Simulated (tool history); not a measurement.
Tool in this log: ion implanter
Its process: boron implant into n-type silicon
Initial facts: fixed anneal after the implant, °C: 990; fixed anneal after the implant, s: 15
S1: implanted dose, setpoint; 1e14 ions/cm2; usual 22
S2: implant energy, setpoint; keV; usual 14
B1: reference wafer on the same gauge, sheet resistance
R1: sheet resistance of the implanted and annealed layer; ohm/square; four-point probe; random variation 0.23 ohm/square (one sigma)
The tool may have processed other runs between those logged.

Run 1, day 0: usual settings; B1 78.43. Result: R1 91.63 ohm/square.
Run 2, day 0.625: usual settings but S1 23.44 1e14 ions/cm2, S2 11 keV; B1 78.32. Result: R1 102.13 ohm/square.
Run 3, day 1.379: usual settings but S1 23.44 1e14 ions/cm2, S2 11 keV; B1 78.42. Result: R1 102.27 ohm/square.
Run 4, day 2.658: usual settings but S2 10.5 keV; B1 78.42. Result: R1 105.92 ohm/square.
Run 5, day 4.154: usual settings; B1 78.4. Result: R1 91.64 ohm/square.
Run 6, day 5.229: usual settings; B1 78.29. Result: R1 91.65 ohm/square.
Run 7, day 6.642: usual settings; B1 78.38. Result: R1 91.62 ohm/square.
Run 8, day 7.779: usual settings; B1 78.51. Result: R1 91.51 ohm/square.
Run 9, day 8.808: usual settings; B1 78.41. Result: R1 91.48 ohm/square.
Run 10, day 9.321: usual settings; B1 78.47. Result: R1 91.59 ohm/square.
Run 11, day 10.396: usual settings; B1 78.44. Result: R1 91.45 ohm/square.
Run 12, day 11.104: usual settings; B1 78.37. Result: R1 91.59 ohm/square.
Run 13, day 12.367: usual settings; B1 78.37. Result: R1 91.61 ohm/square.
Run 14, day 13.775: usual settings; B1 78.28. Result: R1 91.69 ohm/square.
Run 15, day 14.95: usual settings but S1 20.39 1e14 ions/cm2; B1 78.36. Result: R1 93.7 ohm/square.
Run 16, day 16.171: usual settings but S1 20.39 1e14 ions/cm2; B1 78.34. Result: R1 93.64 ohm/square.
Run 17, day 16.838: usual settings but S1 20.39 1e14 ions/cm2; B1 78.35. Result: R1 93.35 ohm/square.
Run 18, day 18.05: usual settings but S1 18.38 1e14 ions/cm2; B1 78.43. Result: R1 97.02 ohm/square.
Run 19, day 19.096: usual settings; B1 78.44. Result: R1 91.14 ohm/square.
Run 20, day 20.55: usual settings but S1 28.56 1e14 ions/cm2; B1 78.35. Result: R1 86.22 ohm/square.
Run 21, day 21.3: usual settings but S1 27.39 1e14 ions/cm2, S2 11 keV; B1 78.4. Result: R1 99.57 ohm/square.
Run 22, day 22.275: usual settings but S1 17.62 1e14 ions/cm2, S2 15.5 keV; B1 78.39. Result: R1 94.93 ohm/square.
Run 23, day 23.708: usual settings; B1 78.42. Result: R1 91.45 ohm/square.
Run 24, day 24.246: usual settings; B1 78.38. Result: R1 91.44 ohm/square.
Run 25, day 24.921: usual settings but S1 25.54 1e14 ions/cm2, S2 18 keV; B1 78.48. Result: R1 78.53 ohm/square.
Run 26, day 26.058: usual settings; B1 78.43. Result: R1 91.33 ohm/square.
Run 27, day 27.121: usual settings but S1 28.13 1e14 ions/cm2, S2 10 keV; B1 78.46. Result: R1 105.55 ohm/square.
Run 28, day 29.6: usual settings but S2 12.5 keV; B1 78.35. Result: R1 96.62 ohm/square.
Run 29, day 31.083: usual settings but S1 26.92 1e14 ions/cm2, S2 18.5 keV; B1 78.4. Result: R1 76.47 ohm/square.
Run 30, day 31.833: usual settings but S1 28.13 1e14 ions/cm2, S2 10 keV; B1 78.41. Result: R1 105.47 ohm/square.
Run 31, day 32.412: usual settings but S1 23.44 1e14 ions/cm2, S2 11 keV; B1 78.27. Result: R1 102.29 ohm/square.
Run 32, day 32.954: usual settings but S2 18.5 keV; B1 78.3. Result: R1 81.16 ohm/square.
Run 33, day 34.442: usual settings but S1 27.47 1e14 ions/cm2, S2 19 keV; B1 78.41. Result: R1 74.92 ohm/square.
Run 34, day 35.508: usual settings but S2 15.5 keV; B1 78.36. Result: R1 87.28 ohm/square.

Withheld: 3 entries from between the runs. Position of each, and hidden state at the listed run before versus the listed run after:
Between runs 23 and 24: gauge calibrated (day 23.879)
  nothing in the hidden state changes from one run to the other
Between runs 26 and 27: Faraday cup replaced and dose calibrated (day 27.1)
  nothing in the hidden state changes from one run to the other
Between runs 27 and 28: extraction supply calibrated (day 27.717)
  nothing in the hidden state changes from one run to the other
